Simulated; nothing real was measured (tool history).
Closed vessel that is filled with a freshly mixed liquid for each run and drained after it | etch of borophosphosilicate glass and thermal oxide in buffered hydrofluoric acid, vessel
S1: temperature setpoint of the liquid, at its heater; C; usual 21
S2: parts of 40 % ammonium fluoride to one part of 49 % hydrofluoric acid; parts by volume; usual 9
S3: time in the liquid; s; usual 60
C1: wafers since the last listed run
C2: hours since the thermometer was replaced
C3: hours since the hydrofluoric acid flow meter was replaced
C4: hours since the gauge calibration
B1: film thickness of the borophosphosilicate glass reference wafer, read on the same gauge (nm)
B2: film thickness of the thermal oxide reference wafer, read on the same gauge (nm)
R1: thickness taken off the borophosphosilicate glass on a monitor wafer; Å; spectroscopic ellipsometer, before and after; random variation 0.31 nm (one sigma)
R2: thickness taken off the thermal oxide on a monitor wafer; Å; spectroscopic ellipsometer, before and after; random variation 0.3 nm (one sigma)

{"run": 1, "hour": 0.0, "S1": 21, "S2": 9, "S3": 60, "C1": 0, "C2": 263, "C3": 1504.5, "C4": 1100.2, "B1": 40, "B2": 140, "R1": 720.6, "R2": 664.4}
{"run": 2, "hour": 31.3, "S1": 21, "S2": 10.5, "S3": 60, "C1": 3992, "C2": 294.3, "C3": 1535.8, "C4": 1131.5, "B1": 40.02, "B2": 140.01, "R1": 640, "R2": 594.4}
{"run": 3, "hour": 66.8, "S1": 21, "S2": 6.5, "S3": 75, "C1": 4528, "C2": 329.8, "C3": 1571.3, "C4": 1167, "B1": 40, "B2": 139.99, "R1": 1268.1, "R2": 1170.2}
{"run": 4, "hour": 87.6, "S1": 18.5, "S2": 11, "S3": 45, "C1": 2653, "C2": 350.6, "C3": 1592.1, "C4": 1187.8, "B1": 39.94, "B2": 140, "R1": 402.7, "R2": 373.3}
{"run": 5, "hour": 110.1, "S1": 21, "S2": 9, "S3": 60, "C1": 2870, "C2": 373.1, "C3": 1614.6, "C4": 1210.3, "B1": 40.02, "B2": 139.99, "R1": 721, "R2": 669.9}
{"run": 6, "hour": 131.9, "S1": 25, "S2": 11.5, "S3": 70, "C1": 2780, "C2": 394.9, "C3": 1636.4, "C4": 1232.1, "B1": 39.99, "B2": 140.02, "R1": 854.3, "R2": 799.4}
{"run": 7, "hour": 166.3, "S1": 21, "S2": 9, "S3": 60, "C1": 4388, "C2": 429.3, "C3": 1670.8, "C4": 1266.5, "B1": 39.99, "B2": 140.01, "R1": 730.1, "R2": 672.6}
{"hour": 185.7, "done": "hydrofluoric acid flow meter replaced"}
{"run": 8, "hour": 192.8, "S1": 21, "S2": 9, "S3": 60, "C1": 3252, "C2": 455.8, "C3": 7.1, "C4": 1293, "B1": 40.02, "B2": 139.98, "R1": 729.4, "R2": 675.6}
{"run": 9, "hour": 228.3, "S1": 21, "S2": 7, "S3": 60, "C1": 4528, "C2": 491.3, "C3": 42.6, "C4": 1328.5, "B1": 40.01, "B2": 140.03, "R1": 971.2, "R2": 896.4}
{"run": 10, "hour": 262.7, "S1": 25, "S2": 7, "S3": 35, "C1": 4388, "C2": 525.7, "C3": 77, "C4": 1362.9, "B1": 39.98, "B2": 139.98, "R1": 704.6, "R2": 650.5}
{"run": 11, "hour": 276.8, "S1": 21, "S2": 9, "S3": 60, "C1": 1798, "C2": 539.8, "C3": 91.1, "C4": 1377, "B1": 40.04, "B2": 139.99, "R1": 735.1, "R2": 686}
{"run": 12, "hour": 303.5, "S1": 19.5, "S2": 10.5, "S3": 45, "C1": 3406, "C2": 566.5, "C3": 117.8, "C4": 1403.7, "B1": 39.97, "B2": 139.98, "R1": 452.7, "R2": 419.9}
{"hour": 318.1, "done": "thermometer replaced"}
{"run": 13, "hour": 336.6, "S1": 21, "S2": 9, "S3": 60, "C1": 4094, "C2": 18.5, "C3": 150.9, "C4": 1436.8, "B1": 39.99, "B2": 140.01, "R1": 708.8, "R2": 653.1}
{"run": 14, "hour": 372.5, "S1": 17.5, "S2": 10.5, "S3": 90, "C1": 4579, "C2": 54.4, "C3": 186.8, "C4": 1472.7, "B1": 40.01, "B2": 139.99, "R1": 777.7, "R2": 722.8}
{"hour": 440.9, "done": "gauge calibrated"}
{"run": 15, "hour": 469.9, "S1": 18, "S2": 9, "S3": 60, "C1": 12425, "C2": 151.8, "C3": 284.2, "C4": 29, "B1": 40.03, "B2": 140, "R1": 603, "R2": 560.5}
{"run": 16, "hour": 485.8, "S1": 21, "S2": 6, "S3": 60, "C1": 2028, "C2": 167.7, "C3": 300.1, "C4": 44.9, "B1": 40.02, "B2": 139.97, "R1": 1083.8, "R2": 990.1}
{"run": 17, "hour": 519.3, "S1": 22.5, "S2": 6, "S3": 30, "C1": 4273, "C2": 201.2, "C3": 333.6, "C4": 78.4, "B1": 40.03, "B2": 140, "R1": 587.8, "R2": 538.2}
{"run": 18, "hour": 552.4, "S1": 21, "S2": 9, "S3": 75, "C1": 4222, "C2": 234.3, "C3": 366.7, "C4": 111.5, "B1": 39.96, "B2": 140, "R1": 903.5, "R2": 833.1}
{"run": 19, "hour": 584.4, "S1": 21, "S2": 9, "S3": 35, "C1": 4082, "C2": 266.3, "C3": 398.7, "C4": 143.5, "B1": 40.02, "B2": 140.04, "R1": 422.5, "R2": 384.9}
{"run": 20, "hour": 601.9, "S1": 19.5, "S2": 9, "S3": 30, "C1": 2232, "C2": 283.8, "C3": 416.2, "C4": 161, "B1": 40, "B2": 140.03, "R1": 333.1, "R2": 304.3}
{"run": 21, "hour": 617.4, "S1": 19.5, "S2": 9, "S3": 60, "C1": 1977, "C2": 299.3, "C3": 431.7, "C4": 176.5, "B1": 39.96, "B2": 139.99, "R1": 669.5, "R2": 618.9}
{"run": 22, "hour": 643.1, "S1": 21, "S2": 9, "S3": 60, "C1": 3278, "C2": 325, "C3": 457.4, "C4": 202.2, "B1": 40.02, "B2": 140, "R1": 727.4, "R2": 670.1}
{"run": 23, "hour": 669.7, "S1": 21, "S2": 9, "S3": 60, "C1": 3393, "C2": 351.6, "C3": 484, "C4": 228.8, "B1": 39.98, "B2": 139.99, "R1": 729.8, "R2": 675.3}
{"run": 24, "hour": 702.4, "S1": 24, "S2": 11, "S3": 80, "C1": 4171, "C2": 384.3, "C3": 516.7, "C4": 261.5, "B1": 40.02, "B2": 139.97, "R1": 977, "R2": 904.1}
{"run": 25, "hour": 734.1, "S1": 23, "S2": 11.5, "S3": 45, "C1": 4043, "C2": 416, "C3": 548.4, "C4": 293.2, "B1": 40.04, "B2": 140.03, "R1": 501.6, "R2": 464}
{"run": 26, "hour": 769.4, "S1": 21, "S2": 10.5, "S3": 40, "C1": 4503, "C2": 451.3, "C3": 583.7, "C4": 328.5, "B1": 40.02, "B2": 139.96, "R1": 437.6, "R2": 406.4}

3 ways to go on from here, each from the tool as it stands after run 26. What would each give?
{"run": "A", "hour": 770.1, "S1": 21, "S2": 11.5, "S3": 60, "C1": 89, "C2": 452, "C3": 584.4, "C4": 329.2, "B1": "?", "B2": "?", "R1": "?", "R2": "?"}
{"run": "B", "hour": 770.1, "S1": 18, "S2": 8, "S3": 75, "C1": 89, "C2": 452, "C3": 584.4, "C4": 329.2, "B1": "?", "B2": "?", "R1": "?", "R2": "?"}
{"run": "C", "hour": 770.1, "S1": 21, "S2": 11, "S3": 80, "C1": 89, "C2": 452, "C3": 584.4, "C4": 329.2, "B1": "?", "B2": "?", "R1": "?", "R2": "?"}

run=A B1=39.99 B2=140.01 R1=601.3 R2=552.9
run=B B1=39.99 B2=140.01 R1=889.8 R2=813.5
run=C B1=39.99 B2=140.01 R1=837.6 R2=769.9
Without the tool's hidden state the same runs would have given:
run=A R1=570.8 R2=524.5
run=B R1=844 R2=771
run=C R1=795.1 R2=730.4

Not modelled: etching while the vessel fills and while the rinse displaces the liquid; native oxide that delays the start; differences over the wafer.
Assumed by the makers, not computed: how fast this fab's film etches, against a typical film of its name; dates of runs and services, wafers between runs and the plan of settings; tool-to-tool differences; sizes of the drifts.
